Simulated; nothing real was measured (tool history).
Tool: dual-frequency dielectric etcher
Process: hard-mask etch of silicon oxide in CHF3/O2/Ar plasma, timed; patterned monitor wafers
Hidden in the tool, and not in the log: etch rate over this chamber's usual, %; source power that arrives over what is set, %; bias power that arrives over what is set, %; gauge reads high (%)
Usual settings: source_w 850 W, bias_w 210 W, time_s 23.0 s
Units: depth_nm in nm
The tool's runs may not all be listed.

| run | hour | source_w | bias_w | time_s | wafers since the last listed run | hours since the last wet clean | hours since the last source power generator calibration | hours since the last bias power generator calibration | hours since the last upper electrode change | hours since the gauge calibration | read-back reference wafer on the same gauge, depth_nm | depth_nm |
|---|---|---|---|---|---|---|---|---|---|---|---|---|
| 1 | 0.0 | 850 | 210 | 27.0 | 0 | 452.6 | 3968.1 | 3665.3 | 4567.3 | 151.8 | 61.5 | 67.2 |
|  | 10.1 | bias power generator calibrated |
| 2 | 10.6 | 850 | 210 | 27.0 | 108 | 463.2 | 3978.7 | 0.5 | 4577.9 | 162.4 | 61.5 | 67.1 |
| 3 | 15.0 | 850 | 210 | 23.0 | 72 | 467.6 | 3983.1 | 4.9 | 4582.3 | 166.8 | 61.5 | 57.1 |
| 4 | 25.1 | 850 | 210 | 23.0 | 165 | 477.7 | 3993.2 | 15.0 | 4592.4 | 176.9 | 61.5 | 57.3 |
|  | 55.3 | wet clean of the chamber |
|  | 66.1 | upper electrode replaced |
| 5 | 66.6 | 850 | 210 | 23.0 | 109 | 11.3 | 4034.7 | 56.5 | 0.5 | 218.4 | 61.5 | 56.8 |
| 6 | 67.0 | 850 | 210 | 19.0 | 6 | 11.7 | 4035.1 | 56.9 | 0.9 | 218.8 | 61.5 | 46.8 |
| 7 | 67.3 | 850 | 210 | 19.5 | 4 | 12.0 | 4035.4 | 57.2 | 1.2 | 219.1 | 61.5 | 47.9 |
| 8 | 72.4 | 1010 | 210 | 25.5 | 83 | 17.1 | 4040.5 | 62.3 | 6.3 | 224.2 | 61.5 | 66.9 |
| 9 | 83.4 | 850 | 188 | 23.0 | 180 | 28.1 | 4051.5 | 73.3 | 17.3 | 235.2 | 61.5 | 54.8 |
| 10 | 106.1 | 690 | 180 | 23.0 | 373 | 50.8 | 4074.2 | 96.0 | 40.0 | 257.9 | 61.5 | 50.3 |
| 11 | 115.1 | 700 | 210 | 19.0 | 147 | 59.8 | 4083.2 | 105.0 | 49.0 | 266.9 | 61.5 | 43.8 |
| 12 | 122.4 | 980 | 210 | 16.5 | 119 | 67.1 | 4090.5 | 112.3 | 56.3 | 274.2 | 61.5 | 42.6 |
| 13 | 136.4 | 850 | 261 | 23.0 | 230 | 81.1 | 4104.5 | 126.3 | 70.3 | 288.2 | 61.5 | 60.1 |
|  | 160.2 | gauge calibrated |
|  | 162.5 | wet clean of the chamber, repeated, since the last time left the tool worse |
| 14 | 163.0 | 850 | 210 | 23.0 | 42 | 0.5 | 4131.1 | 152.9 | 96.9 | 2.8 | 61.5 | 57.8 |
| 15 | 163.3 | 1010 | 210 | 27.0 | 4 | 0.8 | 4131.4 | 153.2 | 97.2 | 3.1 | 61.5 | 72.2 |
| 16 | 169.5 | 720 | 187 | 21.0 | 101 | 7.0 | 4137.6 | 159.4 | 103.4 | 9.3 | 61.5 | 48.3 |
|  | 177.6 | source power generator calibrated |
| 17 | 181.9 | 780 | 241 | 23.0 | 138 | 19.4 | 4.3 | 171.8 | 115.8 | 21.7 | 61.5 | 58.0 |
| 18 | 199.9 | 850 | 196 | 23.0 | 295 | 37.4 | 22.3 | 189.8 | 133.8 | 39.7 | 61.5 | 56.7 |
| 19 | 208.0 | 850 | 210 | 23.0 | 133 | 45.5 | 30.4 | 197.9 | 141.9 | 47.8 | 61.5 | 57.9 |
| 20 | 219.1 | 1060 | 259 | 28.0 | 182 | 56.6 | 41.5 | 209.0 | 153.0 | 58.9 | 61.5 | 81.1 |
| 21 | 228.1 | 920 | 160 | 23.0 | 147 | 65.6 | 50.5 | 218.0 | 162.0 | 67.9 | 61.5 | 55.2 |
| 22 | 246.0 | 850 | 210 | 23.0 | 294 | 83.5 | 68.4 | 235.9 | 179.9 | 85.8 | 61.5 | 57.8 |
| 23 | 260.7 | 850 | 210 | 23.0 | 241 | 98.2 | 83.1 | 250.6 | 194.6 | 100.5 | 61.5 | 57.7 |
| 24 | 273.4 | 920 | 177 | 28.0 | 208 | 110.9 | 95.8 | 263.3 | 207.3 | 113.2 | 61.5 | 68.9 |
| 25 | 284.0 | 850 | 210 | 23.0 | 174 | 121.5 | 106.4 | 273.9 | 217.9 | 123.8 | 61.4 | 57.8 |
| 26 | 294.6 | 850 | 210 | 23.0 | 174 | 132.1 | 117.0 | 284.5 | 228.5 | 134.4 | 61.5 | 57.5 |
| 27 | 312.0 | 850 | 210 | 23.0 | 285 | 149.5 | 134.4 | 301.9 | 245.9 | 151.8 | 61.5 | 57.8 |
| 28 | 320.3 | 850 | 210 | 23.0 | 136 | 157.8 | 142.7 | 310.2 | 254.2 | 160.1 | 61.5 | 57.7 |
| 29 | 327.3 | 760 | 239 | 23.0 | 115 | 164.8 | 149.7 | 317.2 | 261.2 | 167.1 | 61.5 | 57.4 |

5 ways to go on from here, each from the tool as it stands after run 29. What would each give?
| A | 327.7 | 850 | 210 | 23.0 | 6 | 165.2 | 150.1 | 317.6 | 261.6 | 167.5 | ? | ? |
| B | 327.7 | 660 | 210 | 23.0 | 6 | 165.2 | 150.1 | 317.6 | 261.6 | 167.5 | ? | ? |
| C | 327.7 | 1050 | 262 | 18.0 | 6 | 165.2 | 150.1 | 317.6 | 261.6 | 167.5 | ? | ? |
| D | 327.7 | 980 | 210 | 23.0 | 6 | 165.2 | 150.1 | 317.6 | 261.6 | 167.5 | ? | ? |
| E | 327.7 | 930 | 260 | 25.5 | 6 | 165.2 | 150.1 | 317.6 | 261.6 | 167.5 | ? | ? |

| run | read-back reference wafer on the same gauge, depth_nm | depth_nm |
|---|---|---|
| A | 61.5 | 57.8 |
| B | 61.5 | 52.8 |
| C | 61.5 | 51.9 |
| D | 61.5 | 60.8 |
| E | 61.5 | 70.3 |
Without the tool's hidden state the same runs would have given:
| run | depth_nm |
|---|---|
| A | 57.9 |
| B | 53.0 |
| C | 52.1 |
| D | 61.0 |
| E | 70.5 |
